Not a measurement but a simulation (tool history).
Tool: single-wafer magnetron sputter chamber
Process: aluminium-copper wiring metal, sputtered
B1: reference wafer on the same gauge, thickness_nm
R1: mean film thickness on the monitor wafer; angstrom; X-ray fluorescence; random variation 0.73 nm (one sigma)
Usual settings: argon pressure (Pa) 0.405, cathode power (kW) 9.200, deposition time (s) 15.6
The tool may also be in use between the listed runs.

run 1 day=0.000 | argon_pressure_(Pa)=0.405 cathode_power_(kW)=9.200 deposition_time_(s)=17.3 | B1=244.692 | R1=2682.15
run 2 day=4.004 | argon_pressure_(Pa)=0.405 cathode_power_(kW)=9.200 deposition_time_(s)=17.3 | B1=245.076 | R1=2682.71
run 3 day=7.338 | argon_pressure_(Pa)=0.502 cathode_power_(kW)=9.200 deposition_time_(s)=15.6 | B1=244.997 | R1=2324.02
run 4 day=11.662 | argon_pressure_(Pa)=0.502 cathode_power_(kW)=9.200 deposition_time_(s)=15.6 | B1=245.241 | R1=2321.18
run 5 day=16.096 | argon_pressure_(Pa)=0.502 cathode_power_(kW)=9.200 deposition_time_(s)=15.6 | B1=245.095 | R1=2323.58
run 6 day=19.983 | argon_pressure_(Pa)=0.405 cathode_power_(kW)=9.200 deposition_time_(s)=15.6 | B1=245.181 | R1=2415.19
run 7 day=22.408 | argon_pressure_(Pa)=0.405 cathode_power_(kW)=9.200 deposition_time_(s)=15.6 | B1=244.940 | R1=2413.97
run 8 day=26.200 | argon_pressure_(Pa)=0.405 cathode_power_(kW)=9.200 deposition_time_(s)=15.6 | B1=245.175 | R1=2409.97
run 9 day=29.229 | argon_pressure_(Pa)=0.304 cathode_power_(kW)=9.200 deposition_time_(s)=15.6 | B1=244.880 | R1=2513.93
run 10 day=31.129 | argon_pressure_(Pa)=0.405 cathode_power_(kW)=8.450 deposition_time_(s)=15.6 | B1=245.027 | R1=2215.67
run 11 day=33.775 | argon_pressure_(Pa)=0.405 cathode_power_(kW)=8.450 deposition_time_(s)=15.6 | B1=245.284 | R1=2220.69
run 12 day=36.438 | argon_pressure_(Pa)=0.405 cathode_power_(kW)=8.450 deposition_time_(s)=15.6 | B1=245.332 | R1=2213.32
run 13 day=39.042 | argon_pressure_(Pa)=0.405 cathode_power_(kW)=11.150 deposition_time_(s)=14.6 | B1=245.036 | R1=2742.61
run 14 day=41.883 | argon_pressure_(Pa)=0.320 cathode_power_(kW)=9.200 deposition_time_(s)=15.6 | B1=244.537 | R1=2494.57
run 15 day=43.925 | argon_pressure_(Pa)=0.405 cathode_power_(kW)=9.200 deposition_time_(s)=15.6 | B1=244.930 | R1=2420.32
run 16 day=47.738 | argon_pressure_(Pa)=0.488 cathode_power_(kW)=8.400 deposition_time_(s)=14.5 | B1=244.992 | R1=1969.23
run 17 day=51.833 | argon_pressure_(Pa)=0.517 cathode_power_(kW)=9.200 deposition_time_(s)=15.6 | B1=244.545 | R1=2311.07
run 18 day=56.121 | argon_pressure_(Pa)=0.468 cathode_power_(kW)=9.200 deposition_time_(s)=15.6 | B1=244.986 | R1=2345.26
run 19 day=59.262 | argon_pressure_(Pa)=0.405 cathode_power_(kW)=9.200 deposition_time_(s)=15.6 | B1=245.064 | R1=2416.78
run 20 day=71.479 | argon_pressure_(Pa)=0.405 cathode_power_(kW)=11.050 deposition_time_(s)=13.4 | B1=244.527 | R1=2496.01
run 21 day=75.704 | argon_pressure_(Pa)=0.316 cathode_power_(kW)=11.250 deposition_time_(s)=18.1 | B1=244.501 | R1=3564.46
run 22 day=80.104 | argon_pressure_(Pa)=0.501 cathode_power_(kW)=6.950 deposition_time_(s)=14.6 | B1=245.315 | R1=1642.79
run 23 day=81.883 | argon_pressure_(Pa)=0.356 cathode_power_(kW)=9.950 deposition_time_(s)=14.7 | B1=244.923 | R1=2503.51
run 24 day=83.629 | argon_pressure_(Pa)=0.487 cathode_power_(kW)=9.850 deposition_time_(s)=14.8 | B1=244.917 | R1=2366.85
run 25 day=85.329 | argon_pressure_(Pa)=0.466 cathode_power_(kW)=9.200 deposition_time_(s)=15.6 | B1=244.871 | R1=2350.48
run 26 day=88.950 | argon_pressure_(Pa)=0.263 cathode_power_(kW)=9.200 deposition_time_(s)=13.7 | B1=244.829 | R1=2239.23
run 27 day=99.667 | argon_pressure_(Pa)=0.405 cathode_power_(kW)=9.200 deposition_time_(s)=15.6 | B1=244.978 | R1=2412.69
run 28 day=102.679 | argon_pressure_(Pa)=0.405 cathode_power_(kW)=8.400 deposition_time_(s)=14.5 | B1=245.189 | R1=2049.44
run 29 day=106.125 | argon_pressure_(Pa)=0.405 cathode_power_(kW)=8.100 deposition_time_(s)=15.6 | B1=245.053 | R1=2125.83
run 30 day=109.217 | argon_pressure_(Pa)=0.405 cathode_power_(kW)=9.200 deposition_time_(s)=15.6 | B1=245.104 | R1=2419.03
run 31 day=111.121 | argon_pressure_(Pa)=0.405 cathode_power_(kW)=9.200 deposition_time_(s)=15.6 | B1=245.499 | R1=2403.62
run 32 day=115.221 | argon_pressure_(Pa)=0.556 cathode_power_(kW)=7.250 deposition_time_(s)=13.7 | B1=244.574 | R1=1573.18
run 33 day=117.192 | argon_pressure_(Pa)=0.405 cathode_power_(kW)=9.200 deposition_time_(s)=15.6 | B1=245.011 | R1=2419.62
run 34 day=118.733 | argon_pressure_(Pa)=0.304 cathode_power_(kW)=9.200 deposition_time_(s)=15.6 | B1=244.893 | R1=2508.34

Taken out of this log: 10 entries between the listed runs. Where each belongs, and how the hidden state differs across it:
Between runs 1 and 2: sputter target and shields replaced (day 2.183)
  no hidden state differs between the two runs
Between runs 2 and 3: capacitance manometer re-zeroed and calibrated (day 7.317)
  no hidden state differs between the two runs
Between runs 6 and 7: magnet pack replaced (day 21.267)
  no hidden state differs between the two runs
Between runs 8 and 9: sputter target and shields replaced (day 28.692)
  no hidden state differs between the two runs
Between runs 18 and 19: capacitance manometer re-zeroed and calibrated (day 57.933)
  no hidden state differs between the two runs
Between runs 19 and 20: sputter target and shields replaced (day 62.779)
  no hidden state differs between the two runs
Between runs 20 and 21: gauge calibrated (day 71.579)
  no hidden state differs between the two runs
Between runs 25 and 26: sputter target and shields replaced (day 88.929)
  no hidden state differs between the two runs
Between runs 31 and 32: capacitance manometer re-zeroed and calibrated (day 114.108)
  no hidden state differs between the two runs
Between runs 32 and 33: sputter target and shields replaced (day 117.171)
  no hidden state differs between the two runs
